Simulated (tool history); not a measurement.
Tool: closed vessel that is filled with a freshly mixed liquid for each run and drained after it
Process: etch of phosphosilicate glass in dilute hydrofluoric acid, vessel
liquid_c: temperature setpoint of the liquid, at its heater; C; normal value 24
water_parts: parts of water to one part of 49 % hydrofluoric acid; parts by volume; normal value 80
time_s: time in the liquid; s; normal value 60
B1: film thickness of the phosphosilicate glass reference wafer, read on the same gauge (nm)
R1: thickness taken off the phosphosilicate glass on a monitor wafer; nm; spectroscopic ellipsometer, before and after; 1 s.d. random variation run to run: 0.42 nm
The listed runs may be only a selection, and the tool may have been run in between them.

run 1 day=0 | liquid_c=24 water_parts=80 time_s=60 | B1=99.98 | R1=64.93
-- day=1.462 gauge calibrated
run 2 day=1.808 | liquid_c=24 water_parts=80 time_s=60 | B1=100 | R1=64.35
run 3 day=2.879 | liquid_c=24 water_parts=80 time_s=60 | B1=99.98 | R1=65.54
run 4 day=4.862 | liquid_c=24 water_parts=80 time_s=60 | B1=100 | R1=64.29
run 5 day=6.479 | liquid_c=24 water_parts=80 time_s=60 | B1=100 | R1=63.53
run 6 day=8.6 | liquid_c=24 water_parts=80 time_s=45 | B1=99.99 | R1=48.05
run 7 day=10.375 | liquid_c=24 water_parts=80 time_s=60 | B1=100.04 | R1=64.06
-- day=12.788 thermometer replaced
run 8 day=12.954 | liquid_c=24 water_parts=80 time_s=60 | B1=99.98 | R1=69.16
run 9 day=14.454 | liquid_c=24 water_parts=80 time_s=60 | B1=100.02 | R1=67.92
run 10 day=15.883 | liquid_c=24 water_parts=80 time_s=80 | B1=99.99 | R1=91.34
run 11 day=18.846 | liquid_c=24 water_parts=50 time_s=60 | B1=100.01 | R1=114.32
run 12 day=20.138 | liquid_c=24 water_parts=80 time_s=60 | B1=99.98 | R1=68.75
run 13 day=21.825 | liquid_c=27 water_parts=110 time_s=80 | B1=99.96 | R1=71.51
run 14 day=24.275 | liquid_c=27 water_parts=95 time_s=60 | B1=99.96 | R1=63.64

Predict the results of run 15:
-- day=24.371 hydrofluoric acid flow meter replaced
run 15 day=25.804 | liquid_c=24 water_parts=80 time_s=75 | B1=? | R1=?

Logged for run 15: B1 100.03, R1 84.12 nm.
With the hidden condition absent and the run-to-run variation left alone, this run would have shown R1 86.77 nm.
